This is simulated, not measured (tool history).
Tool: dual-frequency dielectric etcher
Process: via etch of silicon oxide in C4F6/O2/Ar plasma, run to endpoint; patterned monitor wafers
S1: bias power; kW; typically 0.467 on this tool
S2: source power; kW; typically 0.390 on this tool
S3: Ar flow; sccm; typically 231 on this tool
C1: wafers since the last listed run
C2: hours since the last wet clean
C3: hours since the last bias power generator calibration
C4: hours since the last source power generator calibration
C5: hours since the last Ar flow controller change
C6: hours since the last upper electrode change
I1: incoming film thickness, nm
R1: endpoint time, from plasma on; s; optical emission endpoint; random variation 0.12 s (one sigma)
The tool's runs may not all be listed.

Run 1, hour 0.0: usual settings but S1 0.442 kW, S2 0.340 kW; C1 0; C2 286.0; C3 2864.3; C4 1990.8; C5 1818.8; C6 3509.2; I1 126.1. Result: R1 29.3 s.
Run 2, hour 98.2: usual settings but S1 0.390 kW, S2 0.440 kW; C1 1261; C2 384.2; C3 2962.5; C4 2089.0; C5 1917.0; C6 3607.4; I1 126.7. Result: R1 28.8 s.
At hour 168.4: wet clean of the chamber.
Run 3, hour 201.0: usual settings but S1 0.390 kW, S2 0.440 kW; C1 1012; C2 32.6; C3 3065.3; C4 2191.8; C5 2019.8; C6 3710.2; I1 126.5. Result: R1 27.7 s.
Run 4, hour 277.3: usual settings but S1 0.390 kW, S2 0.440 kW; C1 979; C2 108.9; C3 3141.6; C4 2268.1; C5 2096.1; C6 3786.5; I1 125.3. Result: R1 27.6 s.
Run 5, hour 430.2: usual settings; C1 1963; C2 261.8; C3 3294.5; C4 2421.0; C5 2249.0; C6 3939.4; I1 127.3. Result: R1 28.5 s.
Run 6, hour 509.2: usual settings; C1 1014; C2 340.8; C3 3373.5; C4 2500.0; C5 2328.0; C6 4018.4; I1 125.9. Result: R1 28.4 s.
Run 7, hour 558.6: usual settings; C1 634; C2 390.2; C3 3422.9; C4 2549.4; C5 2377.4; C6 4067.8; I1 126.8. Result: R1 28.6 s.
Run 8, hour 619.2: usual settings; C1 778; C2 450.8; C3 3483.5; C4 2610.0; C5 2438.0; C6 4128.4; I1 125.8. Result: R1 28.8 s.
At hour 647.8: wet clean of the chamber.
Run 9, hour 661.8: usual settings; C1 238; C2 14.0; C3 3526.1; C4 2652.6; C5 2480.6; C6 4171.0; I1 126.7. Result: R1 27.3 s.
Run 10, hour 752.7: usual settings but S1 0.512 kW; C1 1167; C2 104.9; C3 3617.0; C4 2743.5; C5 2571.5; C6 4261.9; I1 126.5. Result: R1 27.1 s.
Run 11, hour 823.2: usual settings but S1 0.512 kW; C1 905; C2 175.4; C3 3687.5; C4 2814.0; C5 2642.0; C6 4332.4; I1 125.6. Result: R1 27.0 s.
At hour 867.3: upper electrode replaced.
At hour 914.9: source power generator calibrated.
Run 12, hour 924.6: usual settings; C1 942; C2 276.8; C3 3788.9; C4 9.7; C5 2743.4; C6 57.3; I1 125.1. Result: R1 27.8 s.
At hour 960.5: Ar flow controller replaced.
At hour 1000.2: bias power generator calibrated.
Run 13, hour 1006.9: usual settings but S1 0.572 kW, S2 0.420 kW, S3 202 sccm; C1 928; C2 359.1; C3 6.7; C4 92.0; C5 46.4; C6 139.6; I1 126.0. Result: R1 26.1 s.
Run 14, hour 1050.9: usual settings but S1 0.390 kW, S2 0.440 kW; C1 565; C2 403.1; C3 50.7; C4 136.0; C5 90.4; C6 183.6; I1 127.2. Result: R1 29.1 s.
At hour 1094.6: wet clean of the chamber.
Run 15, hour 1104.6: usual settings but S2 0.290 kW, S3 284 sccm; C1 381; C2 10.0; C3 104.4; C4 189.7; C5 144.1; C6 237.3; I1 126.0. Result: R1 29.6 s.
Run 16, hour 1193.1: usual settings but S1 0.390 kW, S2 0.440 kW; C1 1136; C2 98.5; C3 192.9; C4 278.2; C5 232.6; C6 325.8; I1 126.6. Result: R1 28.0 s.
Run 17, hour 1295.4: usual settings; C1 1313; C2 200.8; C3 295.2; C4 380.5; C5 334.9; C6 428.1; I1 126.4. Result: R1 27.8 s.
Run 18, hour 1360.7: usual settings but S1 0.417 kW, S2 0.320 kW, S3 252 sccm; C1 838; C2 266.1; C3 360.5; C4 445.8; C5 400.2; C6 493.4; I1 125.9. Result: R1 30.7 s.
Run 19, hour 1427.5: usual settings but S1 0.528 kW, S2 0.340 kW, S3 212 sccm; C1 857; C2 332.9; C3 427.3; C4 512.6; C5 467.0; C6 560.2; I1 126.2. Result: R1 28.3 s.
Run 20, hour 1469.1: usual settings but S1 0.516 kW, S2 0.350 kW; C1 534; C2 374.5; C3 468.9; C4 554.2; C5 508.6; C6 601.8; I1 126.2. Result: R1 28.6 s.
Run 21, hour 1531.1: usual settings; C1 796; C2 436.5; C3 530.9; C4 616.2; C5 570.6; C6 663.8; I1 124.3. Result: R1 28.1 s.
At hour 1563.3: wet clean of the chamber.
Run 22, hour 1605.4: usual settings; C1 645; C2 42.1; C3 605.2; C4 690.5; C5 644.9; C6 738.1; I1 127.2. Result: R1 27.5 s.
Run 23, hour 1676.2: usual settings but S2 0.360 kW; C1 909; C2 112.9; C3 676.0; C4 761.3; C5 715.7; C6 808.9; I1 126.9. Result: R1 28.6 s.
Run 24, hour 1719.0: usual settings but S1 0.498 kW; C1 549; C2 155.7; C3 718.8; C4 804.1; C5 758.5; C6 851.7; I1 125.0. Result: R1 27.2 s.

For each run, the measured value with the value that run would have given without the tool's hidden condition subtracted. The run-to-run variation is shared by both, the gauge scatter possibly not:
Unlogged tool condition in this case: etch rate over this chamber's usual, %; bias power that arrives over what is set, %; source power that arrives over what is set, %; Ar flow that arrives over what is set, %.
run    R1
  1  +0.9
  2  +1.2
  3  +0.3
  4  +0.6
  5  +1.2
  6  +1.4
  7  +1.6
  8  +1.8
  9  +0.1
 10  +0.5
 11  +0.7
 12  +1.1
 13  +1.3
 14  +1.6
 15  +0.2
 16  +0.5
 17  +0.8
 18  +1.1
 19  +1.3
 20  +1.4
 21  +1.6
 22  +0.5
 23  +0.7
 24  +0.8
